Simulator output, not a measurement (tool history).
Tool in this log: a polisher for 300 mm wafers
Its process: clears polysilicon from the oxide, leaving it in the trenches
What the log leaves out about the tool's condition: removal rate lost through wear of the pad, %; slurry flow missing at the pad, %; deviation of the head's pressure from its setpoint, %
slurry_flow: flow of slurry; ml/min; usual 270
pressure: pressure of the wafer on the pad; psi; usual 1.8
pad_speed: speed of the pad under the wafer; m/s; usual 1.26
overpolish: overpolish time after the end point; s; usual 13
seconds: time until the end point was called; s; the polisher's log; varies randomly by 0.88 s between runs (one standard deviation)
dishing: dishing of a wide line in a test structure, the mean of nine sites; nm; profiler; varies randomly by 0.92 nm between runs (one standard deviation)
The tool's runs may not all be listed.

run     day  slurry_flow  pressure  pad_speed  overpolish  wafers since the last listed run  wafers polished on this pad  hours since the slurry nozzle was cleaned  hours since the head pressure was calibrated  incoming thickness of the incoming film, nm  seconds  dishing
  1   0.000          270       1.8       1.26          13                                 0                          622                                      530.1                                         908.8                                        519.3     47.0     45.2
  2   0.483          270       1.8       1.26          13                               159                          782                                      541.7                                         920.4                                        517.7     49.6     45.5
  3   0.738          270       1.8       1.26          13                                83                          866                                      547.8                                         926.5                                        505.0     48.5     46.2
  4   1.092          270       1.8       1.26          13                               116                          982                                      556.3                                         935.0                                        512.1     46.8     46.1
  5   1.554          270       2.1       1.26          13                               152                         1135                                      567.4                                         946.1                                        505.6     40.5     47.1
  6   2.262          270       2.1       1.26          13                               233                         1369                                      584.4                                         963.1                                        507.3     42.7     45.0
  7   2.596          270       2.1       1.26          13                               110                         1479                                      592.4                                         971.1                                        505.8     43.7     47.1
  8   2.983          270       1.8       1.26          13                               127                         1607                                      601.7                                         980.4                                        513.7     53.3     46.6
      3.392  -- worn pad replaced by a new one
  9   3.438          270       1.8       1.26          13                                94                           14                                      612.6                                         991.3                                        499.0     45.4     45.8
      4.058  -- head pressure recalibrated
 10   4.079          270       1.8       1.26          13                               184                          198                                      628.0                                           0.5                                        510.1     46.3     48.1
 11   4.417          270       1.8       1.26          13                               111                          310                                      636.1                                           8.6                                        504.4     44.8     46.1
 12   4.921          325       1.8       1.26          13                               166                          476                                      648.2                                          20.7                                        508.4     45.6     47.8
 13   5.471          325       1.8       1.26          13                               181                          658                                      661.4                                          33.9                                        505.4     46.2     45.1
 14   5.779          270       1.8       1.26          13                               101                          759                                      668.8                                          41.3                                        515.5     46.7     45.4
 15   6.475          350       1.8       0.84          16                               229                          989                                      685.5                                          58.0                                        508.8     68.2     43.4
 16   6.938          270       2.3       1.38          15                               152                         1142                                      696.6                                          69.1                                        516.7     33.6     49.6
 17   7.342          270       1.8       1.26          13                               133                         1275                                      706.3                                          78.8                                        506.7     49.2     45.7
      8.371  -- worn pad replaced by a new one
 18   8.742          325       1.8       1.26          13                               407                          121                                      739.9                                         112.4                                        514.3     47.0     46.0
 19   9.208          270       1.8       1.06          13                               154                          275                                      751.1                                         123.6                                        512.6     53.0     44.0
 20   9.950          320       1.8       1.26          13                               244                          520                                      768.9                                         141.4                                        503.0     43.4     47.2
 21  10.279          185       1.4       1.26          13                               108                          629                                      776.8                                         149.3                                        512.5     62.5     42.2
 22  10.842          270       1.8       0.96          17                               185                          815                                      790.3                                         162.8                                        501.1     60.9     44.3
 23  11.300          270       1.8       1.26          13                               151                          966                                      801.3                                         173.8                                        513.7     47.8     46.6
     11.988  -- slurry nozzle cleaned
 24  12.008          270       1.8       1.26          13                               220                         1186                                        0.5                                         190.8                                        511.0     49.6     46.2
 25  12.667          270       2.2       1.54          18                               217                         1403                                       16.3                                         206.6                                        516.0     34.7     48.7
 26  13.354          215       2.2       1.26          13                               226                         1630                                       32.8                                         223.1                                        507.0     42.5     47.7
 27  13.867          345       2.1       1.08          13                               169                         1799                                       45.1                                         235.4                                        507.4     51.6     45.6
     14.329  -- worn pad replaced by a new one
 28  14.350          195       2.0       1.26          13                               104                            6                                       56.7                                         247.0                                        515.8     43.3     46.4
 29  14.921          310       2.4       1.26          19                               188                          195                                       70.4                                         260.7                                        508.0     33.8     47.7
 30  16.854          270       1.8       1.26          13                               638                          833                                      116.8                                         307.1                                        499.3     45.4     45.8
 31  17.162          200       1.8       1.26          13                               101                          935                                      124.2                                         314.5                                        500.1     49.0     43.6
 32  18.350          270       1.8       1.48           5                               391                         1326                                      152.7                                         343.0                                        505.6     42.1     32.1
 33  20.258          270       1.6       1.26           8                               629                         1956                                      198.5                                         388.8                                        503.1     59.1     35.3
     20.788  -- worn pad replaced by a new one
 34  20.808          270       1.8       1.26          13                               126                            6                                      211.7                                         402.0                                        510.1     46.5     46.5
 35  21.450          270       1.8       1.26          13                               211                          218                                      227.1                                         417.4                                        509.7     45.5     46.5
 36  22.117          270       1.8       1.26           6                               220                          438                                      243.1                                         433.4                                        514.4     46.3     34.0

Hidden condition of the tool, last listed run before each entry between runs versus first listed run after:
After run 8, before run 9: worn pad replaced by a new one (day 3.392)
  removal rate lost through wear of the pad, %: 9.67 -> 0.0902
  measured minus no-state result, seconds: +5.2 -> +0.0 s; dishing: -1.2 -> +0.0 nm
After run 9, before run 10: head pressure recalibrated (day 4.058)
  removal rate lost through wear of the pad, %: 0.0902 -> 0.265
  measured minus no-state result, seconds: +0.0 -> +0.1 s; dishing: +0.0 -> +0.0 nm
After run 17, before run 18: worn pad replaced by a new one (day 8.371)
  removal rate lost through wear of the pad, %: 5.93 -> 0.248
  measured minus no-state result, seconds: +3.0 -> +0.1 s; dishing: -0.6 -> +0.0 nm
After run 23, before run 24: slurry nozzle cleaned (day 11.988)
  removal rate lost through wear of the pad, %: 3.41 -> 5.15
  measured minus no-state result, seconds: +1.7 -> +2.6 s; dishing: -0.4 -> -0.6 nm
After run 27, before run 28: worn pad replaced by a new one (day 14.329)
  removal rate lost through wear of the pad, %: 11.5 -> 0.38
  measured minus no-state result, seconds: +5.9 -> +0.1 s; dishing: -1.4 -> -0.1 nm
After run 33, before run 34: worn pad replaced by a new one (day 20.788)
  removal rate lost through wear of the pad, %: 13.5 -> 1.22
  measured minus no-state result, seconds: +8.0 -> +0.5 s; dishing: -2.7 -> -0.1 nm
